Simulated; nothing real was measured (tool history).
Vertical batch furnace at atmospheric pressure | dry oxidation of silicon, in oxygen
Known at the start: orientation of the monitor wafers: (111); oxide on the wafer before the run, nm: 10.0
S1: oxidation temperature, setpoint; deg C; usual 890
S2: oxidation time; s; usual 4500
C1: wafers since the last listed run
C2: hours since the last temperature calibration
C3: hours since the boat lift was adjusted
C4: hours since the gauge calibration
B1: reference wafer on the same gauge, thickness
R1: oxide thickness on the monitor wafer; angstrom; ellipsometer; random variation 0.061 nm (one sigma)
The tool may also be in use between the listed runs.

{"run": 1, "day": 0.0, "S1": 906, "S2": 4500, "C1": 0, "C2": 952.1, "C3": 2690.3, "C4": 258.7, "B1": 31.01, "R1": 420.6}
{"run": 2, "day": 1.092, "S1": 890, "S2": 3480, "C1": 408, "C2": 978.3, "C3": 2716.5, "C4": 284.9, "B1": 31, "R1": 318.2}
{"run": 3, "day": 1.638, "S1": 890, "S2": 3480, "C1": 204, "C2": 991.4, "C3": 2729.6, "C4": 298, "B1": 30.96, "R1": 318.5}
{"run": 4, "day": 2.612, "S1": 890, "S2": 3480, "C1": 364, "C2": 1014.8, "C3": 2753, "C4": 321.4, "B1": 31, "R1": 318.8}
{"run": 5, "day": 3.483, "S1": 890, "S2": 4500, "C1": 325, "C2": 1035.7, "C3": 2773.9, "C4": 342.3, "B1": 31, "R1": 366.8}
{"run": 6, "day": 4.142, "S1": 890, "S2": 4500, "C1": 246, "C2": 1051.5, "C3": 2789.7, "C4": 358.1, "B1": 31.02, "R1": 368.2}
{"run": 7, "day": 5.012, "S1": 880, "S2": 4500, "C1": 325, "C2": 1072.4, "C3": 2810.6, "C4": 379, "B1": 31.01, "R1": 338.1}
{"run": 8, "day": 5.908, "S1": 880, "S2": 4500, "C1": 334, "C2": 1093.9, "C3": 2832.1, "C4": 400.5, "B1": 31.02, "R1": 337.3}
{"run": 9, "day": 7.212, "S1": 890, "S2": 4500, "C1": 487, "C2": 1125.2, "C3": 2863.4, "C4": 431.8, "B1": 31, "R1": 368.8}
{"day": 9.146, "done": "gauge calibrated"}
{"run": 10, "day": 9.325, "S1": 890, "S2": 4500, "C1": 789, "C2": 1175.9, "C3": 2914.1, "C4": 4.3, "B1": 31.02, "R1": 367.8}
{"run": 11, "day": 10.004, "S1": 890, "S2": 4500, "C1": 253, "C2": 1192.2, "C3": 2930.4, "C4": 20.6, "B1": 31.02, "R1": 368.8}
{"run": 12, "day": 11.162, "S1": 890, "S2": 4980, "C1": 433, "C2": 1220, "C3": 2958.2, "C4": 48.4, "B1": 31, "R1": 390.3}
{"run": 13, "day": 11.958, "S1": 890, "S2": 4980, "C1": 297, "C2": 1239.1, "C3": 2977.3, "C4": 67.5, "B1": 31.01, "R1": 390.9}
{"run": 14, "day": 12.712, "S1": 890, "S2": 4500, "C1": 282, "C2": 1257.2, "C3": 2995.4, "C4": 85.6, "B1": 31, "R1": 368.7}
{"run": 15, "day": 13.817, "S1": 871, "S2": 4500, "C1": 412, "C2": 1283.7, "C3": 3021.9, "C4": 112.1, "B1": 31.02, "R1": 315.1}
{"day": 15.283, "done": "boat lift adjusted"}
{"run": 16, "day": 15.304, "S1": 890, "S2": 5910, "C1": 182, "C2": 1319.4, "C3": 0.5, "C4": 147.8, "B1": 31.03, "R1": 450.8}
{"run": 17, "day": 16.046, "S1": 890, "S2": 4500, "C1": 277, "C2": 1337.2, "C3": 18.3, "C4": 165.6, "B1": 30.98, "R1": 383.8}
{"run": 18, "day": 17.083, "S1": 874, "S2": 3450, "C1": 387, "C2": 1362.1, "C3": 43.2, "C4": 190.5, "B1": 31.01, "R1": 290.8}
{"run": 19, "day": 18.354, "S1": 902, "S2": 5790, "C1": 475, "C2": 1392.6, "C3": 73.7, "C4": 221, "B1": 30.99, "R1": 495.5}
{"run": 20, "day": 19.696, "S1": 890, "S2": 4500, "C1": 501, "C2": 1424.8, "C3": 105.9, "C4": 253.2, "B1": 30.98, "R1": 383.1}
{"run": 21, "day": 20.388, "S1": 890, "S2": 4500, "C1": 258, "C2": 1441.4, "C3": 122.5, "C4": 269.8, "B1": 31.01, "R1": 383.7}
{"run": 22, "day": 20.921, "S1": 890, "S2": 6300, "C1": 199, "C2": 1454.2, "C3": 135.3, "C4": 282.6, "B1": 31, "R1": 469.3}
{"run": 23, "day": 22.342, "S1": 868, "S2": 3180, "C1": 531, "C2": 1488.3, "C3": 169.4, "C4": 316.7, "B1": 30.99, "R1": 266.6}
{"day": 23.5, "done": "thermocouples replaced and temperature profile calibrated"}
{"run": 24, "day": 23.521, "S1": 873, "S2": 3930, "C1": 66, "C2": 0.5, "C3": 197.7, "C4": 345, "B1": 30.99, "R1": 297.2}
{"run": 25, "day": 24.142, "S1": 890, "S2": 4500, "C1": 232, "C2": 15.4, "C3": 212.6, "C4": 359.9, "B1": 30.98, "R1": 368.2}
{"run": 26, "day": 25.554, "S1": 890, "S2": 3630, "C1": 528, "C2": 49.3, "C3": 246.5, "C4": 393.8, "B1": 31.01, "R1": 326.5}
{"run": 27, "day": 26.375, "S1": 890, "S2": 4500, "C1": 306, "C2": 69, "C3": 266.2, "C4": 413.5, "B1": 31.01, "R1": 368}
{"run": 28, "day": 27.317, "S1": 904, "S2": 4500, "C1": 352, "C2": 91.6, "C3": 288.8, "C4": 436.1, "B1": 30.99, "R1": 415.7}
{"run": 29, "day": 28.775, "S1": 890, "S2": 4500, "C1": 545, "C2": 126.6, "C3": 323.8, "C4": 471.1, "B1": 30.97, "R1": 369.4}
{"run": 30, "day": 29.542, "S1": 870, "S2": 3120, "C1": 286, "C2": 145, "C3": 342.2, "C4": 489.5, "B1": 30.99, "R1": 258.5}

Hidden state at the last listed run before each entry between runs and at the first one after, where it differs:
Between runs 9 and 10: gauge calibrated (day 9.146)
  true tube temperature minus thermocouple reading, K: 3.95 -> 4.11; monitor wafer colder than the profiled boat position, K: 4.47 -> 4.54
  measured less the result without the state, R1: -1.6 -> -1.3 angstrom
Between runs 15 and 16: boat lift adjusted (day 15.283)
  true tube temperature minus thermocouple reading, K: 4.45 -> 4.56; monitor wafer colder than the profiled boat position, K: 4.69 -> 0.219
  measured less the result without the state, R1: -0.6 -> +17 angstrom
Between runs 23 and 24: thermocouples replaced and temperature profile calibrated (day 23.5)
  true tube temperature minus thermocouple reading, K: 5.09 -> 0.0913; monitor wafer colder than the profiled boat position, K: 0.453 -> 0.492
  measured less the result without the state, R1: +9.2 -> -0.9 angstrom

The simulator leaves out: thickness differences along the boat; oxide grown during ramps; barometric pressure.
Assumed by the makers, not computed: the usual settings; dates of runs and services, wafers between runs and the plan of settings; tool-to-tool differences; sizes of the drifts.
